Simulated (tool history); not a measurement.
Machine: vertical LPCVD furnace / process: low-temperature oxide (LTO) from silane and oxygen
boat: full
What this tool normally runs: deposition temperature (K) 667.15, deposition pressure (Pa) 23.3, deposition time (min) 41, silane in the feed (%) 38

run   hour  deposition temperature (K)  deposition pressure (Pa)  deposition time (min)  silane in the feed (%)  read-back reference wafer on the same gauge, thickness  film thickness on the monitor wafer in the middle of the boat (angstrom)
  1      0                      667.15                      23.3                     41                      43                                                  276.64                                                                    3090.6
  2   14.5                      667.15                      23.3                     41                      43                                                   276.7                                                                    3077.4
  3   39.4                      673.15                      23.3                     41                      38                                                  276.72                                                                    2840.6
  4   62.3                      667.15                      23.3                     41                      38                                                   276.9                                                                    2655.3
  5   90.6                      667.15                      23.3                     41                      38                                                  276.99                                                                    2668.9
  6    107                      667.15                      23.3                     37                      38                                                  277.08                                                                    2400.5
  7  127.8                      667.15                      23.3                     41                      38                                                   277.5                                                                    2672.4
  8  141.7                      667.15                      23.3                     41                      38                                                  277.14                                                                    2675.5
  9  156.9                      667.15                      23.3                     41                      38                                                  277.68                                                                    2669.3
 10  185.9                      667.15                      20.7                     41                      38                                                   277.7                                                                    2362.9
 11  202.1                      667.15                      20.7                     41                      38                                                  278.46                                                                    2354.1
 12  236.5                      667.15                      20.7                     41                      38                                                  278.04                                                                    2375.3
 13    251                      667.15                      23.3                     41                      36                                                  278.41                                                                    2493.7
     300.4  -- thermocouples replaced and temperature profile calibrated
 14  300.9                      667.15                      23.3                     27                      44                                                  279.46                                                                    2096.7
 15    308                      667.15                      23.3                     41                      43                                                  279.01                                                                    3105.6
 16    340                      677.15                      23.3                     41                      35                                                  279.05                                                                    2711.9
     378.5  -- silane flow controller replaced
 17    379                      667.15                      19.3                   51.5                      38                                                  279.78                                                                    2801.3
 18  383.8                      667.15                      23.3                     41                      38                                                  280.36                                                                    2682.8
 19  402.6                      667.15                      23.3                     41                      38                                                   280.3                                                                    2697.3
 20  426.1                      667.15                        18                   50.5                      42                                                  280.48                                                                    2891.9
 21    447                      667.15                      23.3                     41                      38                                                  280.83                                                                    2697.4
 22  479.2                      667.15                      23.3                     41                      32                                                  281.21                                                                    2134.2
 23  493.4                      667.15                      19.3                     41                      38                                                  281.58                                                                    2240.2
     498.7  -- gauge calibrated
 24  517.1                      674.15                      23.3                     34                      35                                                  276.27                                                                    2143.9
 25  533.4                      675.15                      26.7                     41                      38                                                  276.47                                                                    3331.7
 26    548                      667.15                      23.3                   47.5                      38                                                  276.12                                                                    3078.8
     579.1  -- pressure gauge zeroed
 27  625.9                      661.15                        18                     52                      42                                                  276.45                                                                    2745.4
 28  706.7                      662.15                      29.3                     41                      32                                                  276.84                                                                    2496.5
 29  726.5                      667.15                      23.3                     41                      38                                                  276.69                                                                    2658.1
 30  753.1                      661.15                        20                   35.5                      38                                                   277.3                                                                    1841.4
 31  765.6                      663.15                      23.3                     45                      36                                                  276.85                                                                    2615.7

4 ways to go on from here, each from the tool as it stands after run 31. What would each give?
  A  770.2                      667.15                      23.3                     41                      38                                                       ?                                                                         ?
  B  770.2                      667.15                        20                     41                      38                                                       ?                                                                         ?
  C  770.2                      667.15                      29.3                     50                      31                                                       ?                                                                         ?
  D  770.2                      667.15                        18                     47                      38                                                       ?                                                                         ?

run  read-back reference wafer on the same gauge, thickness  film thickness on the monitor wafer in the middle of the boat (angstrom)
  A                                                  277.13                                                                    2671.3
  B                                                  277.13                                                                    2289.7
  C                                                  277.13                                                                    3099.3
  D                                                  277.13                                                                    2362.3
Without the tool's hidden state the same runs would have given:
run  film thickness on the monitor wafer in the middle of the boat (angstrom)
  A                                                                    2660.6
  B                                                                    2280.5
  C                                                                    3086.9
  D                                                                    2352.9
